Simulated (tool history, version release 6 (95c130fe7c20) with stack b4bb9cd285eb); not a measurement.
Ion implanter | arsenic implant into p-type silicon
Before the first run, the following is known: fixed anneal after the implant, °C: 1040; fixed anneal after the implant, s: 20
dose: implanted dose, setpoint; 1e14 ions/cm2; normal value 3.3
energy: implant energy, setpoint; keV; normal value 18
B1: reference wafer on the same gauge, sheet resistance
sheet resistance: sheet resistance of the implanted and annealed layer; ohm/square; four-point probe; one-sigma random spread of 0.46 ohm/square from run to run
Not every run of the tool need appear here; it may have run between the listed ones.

run 1 day=0 | dose=2.65 energy=18 | B1=353.2 | sheet_resistance=349.08
run 2 day=0.275 | dose=3.3 energy=14.5 | B1=353.14 | sheet_resistance=300.98
run 3 day=0.729 | dose=3.3 energy=14.5 | B1=353.08 | sheet_resistance=300.8
run 4 day=1.638 | dose=3.3 energy=14.5 | B1=353.23 | sheet_resistance=300.33
run 5 day=2.138 | dose=3.3 energy=18 | B1=353.02 | sheet_resistance=294.35
run 6 day=2.8 | dose=3.3 energy=18 | B1=353 | sheet_resistance=294.06
run 7 day=3.329 | dose=3.3 energy=21.5 | B1=353.29 | sheet_resistance=287.04
run 8 day=3.725 | dose=3.3 energy=21.5 | B1=353.08 | sheet_resistance=287.31
run 9 day=4.262 | dose=3.3 energy=21.5 | B1=353.08 | sheet_resistance=287.84
run 10 day=4.775 | dose=3.3 energy=18 | B1=353.05 | sheet_resistance=292.46
run 11 day=5.046 | dose=3.3 energy=18 | B1=353.2 | sheet_resistance=292.5
-- day=5.083 gauge calibrated
-- day=5.642 Faraday cup replaced and dose calibrated
run 12 day=5.662 | dose=2.82 energy=15 | B1=353.19 | sheet_resistance=351.18
run 13 day=6.204 | dose=2.4 energy=13.5 | B1=352.93 | sheet_resistance=401.82
-- day=7.146 extraction supply calibrated
run 14 day=7.167 | dose=3.3 energy=18 | B1=353.05 | sheet_resistance=304.68
run 15 day=7.45 | dose=2.48 energy=14 | B1=352.92 | sheet_resistance=390.76
run 16 day=7.779 | dose=4.17 energy=12.5 | B1=352.94 | sheet_resistance=264.15
run 17 day=8.421 | dose=2.4 energy=13.5 | B1=352.92 | sheet_resistance=401.86
run 18 day=8.725 | dose=2.4 energy=13.5 | B1=352.99 | sheet_resistance=402.57
run 19 day=9.333 | dose=3.88 energy=23.5 | B1=353.22 | sheet_resistance=260.77
run 20 day=9.821 | dose=3.3 energy=24 | B1=352.98 | sheet_resistance=294.96
run 21 day=10.262 | dose=4.22 energy=23 | B1=352.9 | sheet_resistance=245.88
run 22 day=10.979 | dose=3.68 energy=13 | B1=352.85 | sheet_resistance=290.13
run 23 day=11.288 | dose=2.55 energy=14 | B1=353.03 | sheet_resistance=383.1

Below are 5 alternative next runs, each starting from the tool's condition after run 23. Predict each:
run A day=11.304 | dose=3.3 energy=12.5 | B1=? | sheet_resistance=?
run B day=11.304 | dose=2.56 energy=21.5 | B1=? | sheet_resistance=?
run C day=11.304 | dose=2.36 energy=18 | B1=? | sheet_resistance=?
run D day=11.304 | dose=2.95 energy=18 | B1=? | sheet_resistance=?
run E day=11.304 | dose=2.47 energy=18 | B1=? | sheet_resistance=?

run=A B1=352.75 sheet_resistance=315.9
run=B B1=352.75 sheet_resistance=363.38
run=C B1=352.75 sheet_resistance=394.97
run=D B1=352.75 sheet_resistance=332.83
run=E B1=352.75 sheet_resistance=381.43
The same runs, with their run-to-run variation unchanged, on a tool lacking any hidden condition would have given:
run=A sheet_resistance=318.25
run=B sheet_resistance=366.03
run=C sheet_resistance=397.86
run=D sheet_resistance=335.28
run=E sheet_resistance=384.23
